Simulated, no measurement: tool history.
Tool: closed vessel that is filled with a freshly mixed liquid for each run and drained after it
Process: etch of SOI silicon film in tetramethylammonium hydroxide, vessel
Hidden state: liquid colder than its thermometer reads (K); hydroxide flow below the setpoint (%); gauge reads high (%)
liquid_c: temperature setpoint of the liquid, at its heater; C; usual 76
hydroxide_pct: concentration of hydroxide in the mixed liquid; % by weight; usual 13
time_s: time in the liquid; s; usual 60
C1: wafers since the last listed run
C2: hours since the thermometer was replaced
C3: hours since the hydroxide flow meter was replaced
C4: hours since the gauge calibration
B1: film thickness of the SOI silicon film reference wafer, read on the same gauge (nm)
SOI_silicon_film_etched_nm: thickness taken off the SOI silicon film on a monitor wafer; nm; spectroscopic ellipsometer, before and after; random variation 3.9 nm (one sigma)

{"run": 1, "day": 0.0, "liquid_c": 70.5, "hydroxide_pct": 13, "time_s": 60, "C1": 0, "C2": 884, "C3": 796.4, "C4": 775.5, "B1": 41.19, "SOI_silicon_film_etched_nm": 396.95}
{"run": 2, "day": 2.362, "liquid_c": 70.5, "hydroxide_pct": 13, "time_s": 60, "C1": 3686, "C2": 940.7, "C3": 853.1, "C4": 832.2, "B1": 41.27, "SOI_silicon_film_etched_nm": 392.71}
{"run": 3, "day": 5.604, "liquid_c": 70.5, "hydroxide_pct": 13, "time_s": 60, "C1": 5057, "C2": 1018.5, "C3": 930.9, "C4": 910, "B1": 41.43, "SOI_silicon_film_etched_nm": 392.59}
{"run": 4, "day": 8.921, "liquid_c": 74, "hydroxide_pct": 13, "time_s": 60, "C1": 5174, "C2": 1098.1, "C3": 1010.5, "C4": 989.6, "B1": 41.57, "SOI_silicon_film_etched_nm": 491.33}
{"run": 5, "day": 10.596, "liquid_c": 74, "hydroxide_pct": 13, "time_s": 60, "C1": 2613, "C2": 1138.3, "C3": 1050.7, "C4": 1029.8, "B1": 41.65, "SOI_silicon_film_etched_nm": 486.76}
{"run": 6, "day": 12.9, "liquid_c": 76, "hydroxide_pct": 13, "time_s": 60, "C1": 3595, "C2": 1193.6, "C3": 1106, "C4": 1085.1, "B1": 41.72, "SOI_silicon_film_etched_nm": 545.83}
{"run": 7, "day": 17.138, "liquid_c": 73, "hydroxide_pct": 13, "time_s": 60, "C1": 6611, "C2": 1295.3, "C3": 1207.7, "C4": 1186.8, "B1": 41.87, "SOI_silicon_film_etched_nm": 465.63}
{"day": 20.538, "done": "gauge calibrated"}
{"run": 8, "day": 21.188, "liquid_c": 73, "hydroxide_pct": 13, "time_s": 60, "C1": 6318, "C2": 1392.5, "C3": 1304.9, "C4": 15.6, "B1": 39.58, "SOI_silicon_film_etched_nm": 435.99}
{"run": 9, "day": 23.762, "liquid_c": 73, "hydroxide_pct": 13, "time_s": 60, "C1": 4017, "C2": 1454.3, "C3": 1366.7, "C4": 77.4, "B1": 39.69, "SOI_silicon_film_etched_nm": 437.87}
{"day": 24.404, "done": "thermometer replaced"}
{"run": 10, "day": 28.204, "liquid_c": 81, "hydroxide_pct": 13, "time_s": 60, "C1": 6865, "C2": 91.2, "C3": 1473.3, "C4": 184, "B1": 39.84, "SOI_silicon_film_etched_nm": 688.27}
{"run": 11, "day": 31.3, "liquid_c": 81, "hydroxide_pct": 13, "time_s": 60, "C1": 4830, "C2": 165.5, "C3": 1547.6, "C4": 258.3, "B1": 39.96, "SOI_silicon_film_etched_nm": 696.31}
{"run": 12, "day": 33.538, "liquid_c": 81, "hydroxide_pct": 13, "time_s": 60, "C1": 3491, "C2": 219.2, "C3": 1601.3, "C4": 312, "B1": 40.06, "SOI_silicon_film_etched_nm": 697.8}
{"run": 13, "day": 37.321, "liquid_c": 76, "hydroxide_pct": 13, "time_s": 75, "C1": 5902, "C2": 310, "C3": 1692.1, "C4": 402.8, "B1": 40.21, "SOI_silicon_film_etched_nm": 657.37}
{"run": 14, "day": 40.354, "liquid_c": 76, "hydroxide_pct": 13, "time_s": 75, "C1": 4732, "C2": 382.8, "C3": 1764.9, "C4": 475.6, "B1": 40.31, "SOI_silicon_film_etched_nm": 667.08}
{"run": 15, "day": 44.488, "liquid_c": 76, "hydroxide_pct": 13, "time_s": 75, "C1": 6448, "C2": 482, "C3": 1864.1, "C4": 574.8, "B1": 40.46, "SOI_silicon_film_etched_nm": 660.53}
{"run": 16, "day": 46.479, "liquid_c": 76, "hydroxide_pct": 13, "time_s": 60, "C1": 3107, "C2": 529.8, "C3": 1911.9, "C4": 622.6, "B1": 40.52, "SOI_silicon_film_etched_nm": 535.86}
{"run": 17, "day": 50.967, "liquid_c": 68.5, "hydroxide_pct": 13, "time_s": 85, "C1": 7001, "C2": 637.5, "C3": 2019.6, "C4": 730.3, "B1": 40.72, "SOI_silicon_film_etched_nm": 493.66}
{"run": 18, "day": 54.017, "liquid_c": 76, "hydroxide_pct": 13, "time_s": 60, "C1": 4758, "C2": 710.7, "C3": 2092.8, "C4": 803.5, "B1": 40.84, "SOI_silicon_film_etched_nm": 538.56}
{"day": 54.171, "done": "hydroxide flow meter replaced"}
{"run": 19, "day": 56.6, "liquid_c": 76, "hydroxide_pct": 15, "time_s": 60, "C1": 3965, "C2": 772.7, "C3": 58.3, "C4": 865.5, "B1": 40.97, "SOI_silicon_film_etched_nm": 495.57}
{"run": 20, "day": 58.508, "liquid_c": 82.5, "hydroxide_pct": 16, "time_s": 85, "C1": 2977, "C2": 818.5, "C3": 104.1, "C4": 911.3, "B1": 41.03, "SOI_silicon_film_etched_nm": 990.33}
{"run": 21, "day": 62.042, "liquid_c": 71.5, "hydroxide_pct": 9.5, "time_s": 60, "C1": 5512, "C2": 903.3, "C3": 188.9, "C4": 996.1, "B1": 41.13, "SOI_silicon_film_etched_nm": 470.23}
{"run": 22, "day": 66.029, "liquid_c": 80.5, "hydroxide_pct": 15, "time_s": 50, "C1": 6221, "C2": 999, "C3": 284.6, "C4": 1091.8, "B1": 41.31, "SOI_silicon_film_etched_nm": 539.59}
{"run": 23, "day": 68.046, "liquid_c": 73, "hydroxide_pct": 13, "time_s": 70, "C1": 3146, "C2": 1047.4, "C3": 333, "C4": 1140.2, "B1": 41.38, "SOI_silicon_film_etched_nm": 530.74}
{"run": 24, "day": 70.921, "liquid_c": 69.5, "hydroxide_pct": 13, "time_s": 60, "C1": 4485, "C2": 1116.4, "C3": 402, "C4": 1209.2, "B1": 41.5, "SOI_silicon_film_etched_nm": 378.97}
{"run": 25, "day": 73.8, "liquid_c": 76, "hydroxide_pct": 15.5, "time_s": 60, "C1": 4492, "C2": 1185.5, "C3": 471.1, "C4": 1278.3, "B1": 41.6, "SOI_silicon_film_etched_nm": 507.65}
{"run": 26, "day": 77.117, "liquid_c": 84, "hydroxide_pct": 9.5, "time_s": 60, "C1": 5174, "C2": 1265.1, "C3": 550.7, "C4": 1357.9, "B1": 41.75, "SOI_silicon_film_etched_nm": 976.01}
{"day": 77.625, "done": "thermometer replaced"}
{"run": 27, "day": 79.158, "liquid_c": 76, "hydroxide_pct": 13, "time_s": 60, "C1": 3120, "C2": 36.8, "C3": 599.7, "C4": 1406.9, "B1": 41.83, "SOI_silicon_film_etched_nm": 548.42}
{"day": 79.275, "done": "gauge calibrated"}
{"run": 28, "day": 83.333, "liquid_c": 68.5, "hydroxide_pct": 16.5, "time_s": 95, "C1": 6513, "C2": 137, "C3": 699.9, "C4": 97.4, "B1": 40.24, "SOI_silicon_film_etched_nm": 483.67}
{"run": 29, "day": 85.646, "liquid_c": 76, "hydroxide_pct": 13, "time_s": 60, "C1": 3608, "C2": 192.5, "C3": 755.4, "C4": 152.9, "B1": 40.33, "SOI_silicon_film_etched_nm": 528.13}
{"run": 30, "day": 89.55, "liquid_c": 76, "hydroxide_pct": 12, "time_s": 60, "C1": 6091, "C2": 286.2, "C3": 849.1, "C4": 246.6, "B1": 40.48, "SOI_silicon_film_etched_nm": 551.19}
{"run": 31, "day": 93.621, "liquid_c": 72.5, "hydroxide_pct": 14.5, "time_s": 70, "C1": 6351, "C2": 383.9, "C3": 946.8, "C4": 344.3, "B1": 40.64, "SOI_silicon_film_etched_nm": 485.67}
{"run": 32, "day": 98.1, "liquid_c": 76, "hydroxide_pct": 13, "time_s": 60, "C1": 6988, "C2": 491.4, "C3": 1054.3, "C4": 451.8, "B1": 40.77, "SOI_silicon_film_etched_nm": 536.13}
{"run": 33, "day": 101.833, "liquid_c": 81, "hydroxide_pct": 13, "time_s": 95, "C1": 5824, "C2": 581, "C3": 1143.9, "C4": 541.4, "B1": 40.92, "SOI_silicon_film_etched_nm": 1125.59}
{"run": 34, "day": 103.35, "liquid_c": 78.5, "hydroxide_pct": 16, "time_s": 80, "C1": 2366, "C2": 617.4, "C3": 1180.3, "C4": 577.8, "B1": 40.98, "SOI_silicon_film_etched_nm": 745.92}

The tool's hidden state at each run:
liquid colder than its thermometer reads (K): 0 in every run
hydroxide flow below the setpoint (%): 0 in every run
H1: gauge reads high (%)
run=1 H1=3.03
run=2 H1=3.26
run=3 H1=3.57
run=4 H1=3.89
run=5 H1=4.05
run=6 H1=4.27
run=7 H1=4.68
run=8 H1=-1.05
run=9 H1=-0.804
run=10 H1=-0.377
run=11 H1=-0.08
run=12 H1=0.135
run=13 H1=0.498
run=14 H1=0.789
run=15 H1=1.19
run=16 H1=1.38
run=17 H1=1.81
run=18 H1=2.1
run=19 H1=2.35
run=20 H1=2.53
run=21 H1=2.87
run=22 H1=3.25
run=23 H1=3.45
run=24 H1=3.72
run=25 H1=4
run=26 H1=4.32
run=27 H1=4.51
run=28 H1=0.573
run=29 H1=0.795
run=30 H1=1.17
run=31 H1=1.56
run=32 H1=1.99
run=33 H1=2.35
run=34 H1=2.49
